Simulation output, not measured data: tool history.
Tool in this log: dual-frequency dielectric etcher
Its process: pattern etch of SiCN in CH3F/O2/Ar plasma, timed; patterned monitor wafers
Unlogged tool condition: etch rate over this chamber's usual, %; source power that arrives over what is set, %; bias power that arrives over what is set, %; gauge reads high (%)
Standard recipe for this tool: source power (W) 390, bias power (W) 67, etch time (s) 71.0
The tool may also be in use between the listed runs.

run	hour	source power (W)	bias power (W)	etch time (s)	wafers since the last listed run	hours since the last wet clean	hours since the last source power generator calibration	hours since the last bias power generator calibration	hours since the last upper electrode change	hours since the gauge calibration	read-back reference wafer on the same gauge, depth_nm	mean etch depth across the wafer (nm)
1	0.0	390	77	71.0	0	250.3	2704.5	2672.6	6018.3	824.9	27.50	28.27
2	62.1	390	67	79.0	455	312.4	2766.6	2734.7	6080.4	887.0	27.49	29.34
# hour 161.8: wet clean of the chamber
3	194.0	390	67	79.0	790	32.2	2898.5	2866.6	6212.3	1018.9	27.49	30.56
4	238.0	390	67	71.0	322	76.2	2942.5	2910.6	6256.3	1062.9	27.51	27.34
5	287.8	390	67	71.0	364	126.0	2992.3	2960.4	6306.1	1112.7	27.50	27.33
# hour 357.4: source power generator calibrated
6	375.9	390	60	71.0	616	214.1	18.5	3048.5	6394.2	1200.8	27.50	25.86
7	416.0	390	60	71.0	293	254.2	58.6	3088.6	6434.3	1240.9	27.50	25.67
8	470.4	390	60	71.0	398	308.6	113.0	3143.0	6488.7	1295.3	27.49	25.64
9	501.0	390	67	71.0	224	339.2	143.6	3173.6	6519.3	1325.9	27.49	27.12
10	538.7	390	67	71.0	276	376.9	181.3	3211.3	6557.0	1363.6	27.49	27.17
# hour 567.2: wet clean of the chamber, repeated, since the last time left the tool worse
11	580.5	390	67	71.0	130	13.3	223.1	3253.1	6598.8	1405.4	27.51	26.48
# hour 624.0: upper electrode replaced
12	624.8	390	67	71.0	148	57.6	267.4	3297.4	0.8	1449.7	27.51	26.57
13	652.4	390	67	71.0	202	85.2	295.0	3325.0	28.4	1477.3	27.51	26.46
14	697.2	390	67	71.0	328	130.0	339.8	3369.8	73.2	1522.1	27.50	26.43
# hour 710.3: bias power generator calibrated
# hour 760.1: gauge calibrated
15	768.5	390	67	71.0	493	201.3	411.1	58.2	144.5	8.4	27.49	26.36
16	832.5	440	67	65.5	469	265.3	475.1	122.2	208.5	72.4	27.50	25.09
17	877.0	390	57	71.0	326	309.8	519.6	166.7	253.0	116.9	27.51	24.07
18	917.4	330	83	71.0	296	350.2	560.0	207.1	293.4	157.3	27.50	27.65
# hour 1001.4: wet clean of the chamber
19	1001.9	390	67	71.0	443	0.5	644.5	291.6	377.9	241.8	27.51	26.72
20	1051.4	300	67	55.5	362	50.0	694.0	341.1	427.4	291.3	27.51	19.27
21	1108.4	470	67	71.0	417	107.0	751.0	398.1	484.4	348.3	27.51	28.07
22	1146.2	390	67	71.0	277	144.8	788.8	435.9	522.2	386.1	27.49	26.51
23	1181.4	390	56	85.0	257	180.0	824.0	471.1	557.4	421.3	27.51	28.83
24	1229.6	440	62	71.0	353	228.2	872.2	519.3	605.6	469.5	27.51	26.25
25	1274.0	310	75	55.0	325	272.6	916.6	563.7	650.0	513.9	27.51	20.18
26	1304.1	390	81	53.5	220	302.7	946.7	593.8	680.1	544.0	27.50	21.81
27	1332.3	390	67	71.0	206	330.9	974.9	622.0	708.3	572.2	27.51	26.26
# hour 1408.0: wet clean of the chamber
28	1408.5	390	67	79.0	382	0.5	1051.1	698.2	784.5	648.4	27.50	29.59
29	1450.1	330	67	65.0	304	42.1	1092.7	739.8	826.1	690.0	27.49	23.08

Consider 5 possible next runs. They are alternatives, not a sequence: every one starts from the tool as it was left by run 29. What does each give?
A	1450.5	390	67	71.0	2	42.5	1093.1	740.2	826.5	690.4	?	?
B	1450.5	390	67	63.5	2	42.5	1093.1	740.2	826.5	690.4	?	?
C	1450.5	320	67	90.5	2	42.5	1093.1	740.2	826.5	690.4	?	?
D	1450.5	390	67	57.5	2	42.5	1093.1	740.2	826.5	690.4	?	?
E	1450.5	480	67	71.0	2	42.5	1093.1	740.2	826.5	690.4	?	?

run	read-back reference wafer on the same gauge, depth_nm	mean etch depth across the wafer (nm)
A	27.49	26.54
B	27.49	23.73
C	27.49	31.87
D	27.49	21.49
E	27.49	28.32
Without the tool's unlogged condition, the same runs would have read:
run	mean etch depth across the wafer (nm)
A	26.56
B	23.75
C	31.90
D	21.51
E	28.35

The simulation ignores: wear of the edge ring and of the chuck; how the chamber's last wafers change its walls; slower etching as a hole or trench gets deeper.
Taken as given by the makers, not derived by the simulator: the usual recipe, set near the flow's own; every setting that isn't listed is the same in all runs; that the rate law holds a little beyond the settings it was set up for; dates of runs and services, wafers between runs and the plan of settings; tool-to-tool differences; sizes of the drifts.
